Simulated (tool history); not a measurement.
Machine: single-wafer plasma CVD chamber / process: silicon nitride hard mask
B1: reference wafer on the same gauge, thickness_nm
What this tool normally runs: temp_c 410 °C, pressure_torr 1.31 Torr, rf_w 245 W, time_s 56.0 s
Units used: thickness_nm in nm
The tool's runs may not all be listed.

Run 1, hour 0.0: usual settings; B1 60.415. Result: thickness_nm 55.446 nm.
Run 2, hour 9.4: usual settings; B1 60.409. Result: thickness_nm 55.264 nm.
Run 3, hour 25.8: usual settings; B1 60.403. Result: thickness_nm 54.961 nm.
Run 4, hour 42.2: usual settings but temp_c 414 °C; B1 60.413. Result: thickness_nm 54.780 nm.
Run 5, hour 54.4: usual settings but temp_c 414 °C; B1 60.356. Result: thickness_nm 55.111 nm.
Run 6, hour 67.7: usual settings but temp_c 414 °C; B1 60.415. Result: thickness_nm 54.823 nm.
Run 7, hour 74.2: usual settings but pressure_torr 1.44 Torr; B1 60.443. Result: thickness_nm 56.598 nm.
Run 8, hour 91.4: usual settings but rf_w 260 W; B1 60.431. Result: thickness_nm 57.810 nm.
Run 9, hour 107.5: usual settings but temp_c 404 °C, pressure_torr 1.06 Torr, time_s 60.6 s; B1 60.398. Result: thickness_nm 55.800 nm.
Run 10, hour 114.5: usual settings; B1 60.424. Result: thickness_nm 55.289 nm.
Run 11, hour 134.2: usual settings but pressure_torr 1.49 Torr, rf_w 215 W, time_s 64.0 s; B1 60.423. Result: thickness_nm 58.982 nm.
Run 12, hour 150.0: usual settings but temp_c 396 °C, rf_w 265 W, time_s 50.2 s; B1 60.401. Result: thickness_nm 52.514 nm.
Run 13, hour 167.1: usual settings; B1 60.390. Result: thickness_nm 54.981 nm.
At hour 183.5: capacitance manometer re-zeroed and calibrated.
At hour 187.9: gauge calibrated.
Run 14, hour 214.4: usual settings; B1 60.411. Result: thickness_nm 55.111 nm.
Run 15, hour 222.7: usual settings but temp_c 416 °C, pressure_torr 1.16 Torr, rf_w 260 W, time_s 59.9 s; B1 60.369. Result: thickness_nm 58.977 nm.
Run 16, hour 232.5: usual settings but pressure_torr 1.53 Torr, rf_w 220 W; B1 60.425. Result: thickness_nm 53.199 nm.
At hour 243.4: RF generator calibrated.
At hour 243.8: thermocouple changed; heater temperature recalibrated.
Run 17, hour 244.3: usual settings but temp_c 395 °C, pressure_torr 0.99 Torr, rf_w 230 W; B1 60.435. Result: thickness_nm 52.049 nm.
Run 18, hour 254.1: usual settings; B1 60.404. Result: thickness_nm 58.619 nm.
At hour 264.0: showerhead replaced.
Run 19, hour 266.2: usual settings but temp_c 396 °C, rf_w 265 W, time_s 50.2 s; B1 60.386. Result: thickness_nm 55.927 nm.
Run 20, hour 283.0: usual settings; B1 60.411. Result: thickness_nm 58.257 nm.

Estimate the outcome of run 21 from the log above:
Run 21, hour 292.1: usual settings but temp_c 419 °C, pressure_torr 1.15 Torr, rf_w 200 W, time_s 58.8 s; B1 ?. Result: thickness_nm ?.

B1: 60.403
thickness_nm: 51.071 nm
With the hidden condition absent and the run-to-run variation left alone, this run would have shown thickness_nm 51.589 nm.
